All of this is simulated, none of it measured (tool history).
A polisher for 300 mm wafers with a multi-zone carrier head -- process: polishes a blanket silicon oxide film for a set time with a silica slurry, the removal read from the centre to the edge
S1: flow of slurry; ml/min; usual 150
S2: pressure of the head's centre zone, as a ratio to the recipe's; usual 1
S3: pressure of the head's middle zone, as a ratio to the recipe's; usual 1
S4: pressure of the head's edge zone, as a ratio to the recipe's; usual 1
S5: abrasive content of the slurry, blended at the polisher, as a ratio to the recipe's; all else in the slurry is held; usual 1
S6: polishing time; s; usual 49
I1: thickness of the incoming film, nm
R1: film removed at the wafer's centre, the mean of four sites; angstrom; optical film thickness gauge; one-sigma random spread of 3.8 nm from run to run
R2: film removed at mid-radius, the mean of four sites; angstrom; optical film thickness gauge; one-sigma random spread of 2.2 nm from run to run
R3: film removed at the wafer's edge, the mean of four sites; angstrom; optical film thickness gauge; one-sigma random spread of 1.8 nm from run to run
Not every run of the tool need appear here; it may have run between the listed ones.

run    hour   S1    S2    S3    S4    S5  S6      I1    R1    R2    R3
  1       0  150     1     1     1     1  49  1882.1  2549  2480  2482
  2    96.2  150     1     1     1     1  59    1877  3021  3036  2972
  3   202.9  150     1     1     1     1  49  1889.3  2545  2526  2416
  4   242.3  150     1     1     1     1  49  1904.3  2559  2467  2442
  5   279.5  150     1     1     1     1  49    1910  2552  2487  2440
  6   318.4  150     1     1     1     1  49  1902.6  2526  2507  2479
  7     422  150     1     1     1     1  49    1924  2475  2507  2432
  8   499.9  150  0.92     1     1     1  49  1909.6  2300  2448  2418
  9   571.1  150     1     1     1     1  49  1908.7  2583  2479  2450
 10   610.1  150  1.07     1  0.91   1.1  39  1890.5  2211  2043  1898
 11   659.5  150     1     1     1     1  49  1894.5  2559  2483  2442
 12   707.9  170     1  0.92     1  0.75  44  1927.1  2109  1975  2033
 13   793.7  110  0.91     1     1     1  49  1910.7  2140  2369  2350
 14   898.4  190  0.89  1.07   0.9     1  49  1927.9  2262  2694  2396
 15     987  150     1     1     1     1  49  1907.5  2566  2494  2439
 16  1086.2  135     1  0.92     1     1  49  1892.7  2512  2340  2419
 17  1149.6  170  0.95     1     1   0.8  33  1906.8  1550  1563  1542
 18  1209.2  150     1     1  1.04     1  49  1922.3  2531  2489  2505
 19    1266  125     1     1     1     1  49  1898.2  2483  2424  2366
 20  1371.7  150     1  1.12     1     1  40  1868.3  2100  2179  1968
 21  1417.1  120     1     1     1     1  49  1911.4  2436  2419  2376
 22  1469.9  135     1  1.11     1     1  49  1899.5  2459  2595  2445

Taken out of this log: 15 entries between the listed runs. Where each belongs, and how the hidden state differs across it:
After run 1, before run 2: edge zone pressure recalibrated (hour 24.5)
  both runs share identical hidden conditions
After run 2, before run 3: centre zone pressure recalibrated (hour 161.2); worn pad replaced by a new one (hour 175.7)
  both runs share identical hidden conditions
After run 7, before run 8: centre zone pressure recalibrated (hour 451.1)
  both runs share identical hidden conditions
After run 8, before run 9: edge zone pressure recalibrated (hour 510.5); worn pad replaced by a new one (hour 529.5); slurry nozzle cleaned (hour 540.2)
  both runs share identical hidden conditions
After run 12, before run 13: centre zone pressure recalibrated (hour 753.1)
  both runs share identical hidden conditions
After run 13, before run 14: worn pad replaced by a new one (hour 861)
  both runs share identical hidden conditions
After run 15, before run 16: slurry nozzle cleaned (hour 1027.3); carrier head's membrane replaced by a new one (hour 1066.1); centre zone pressure recalibrated (hour 1077.9)
  both runs share identical hidden conditions
After run 16, before run 17: edge zone pressure recalibrated (hour 1089.5)
  both runs share identical hidden conditions
After run 18, before run 19: worn pad replaced by a new one (hour 1227.6)
  both runs share identical hidden conditions
After run 19, before run 20: centre zone pressure recalibrated (hour 1371.2)
  both runs share identical hidden conditions
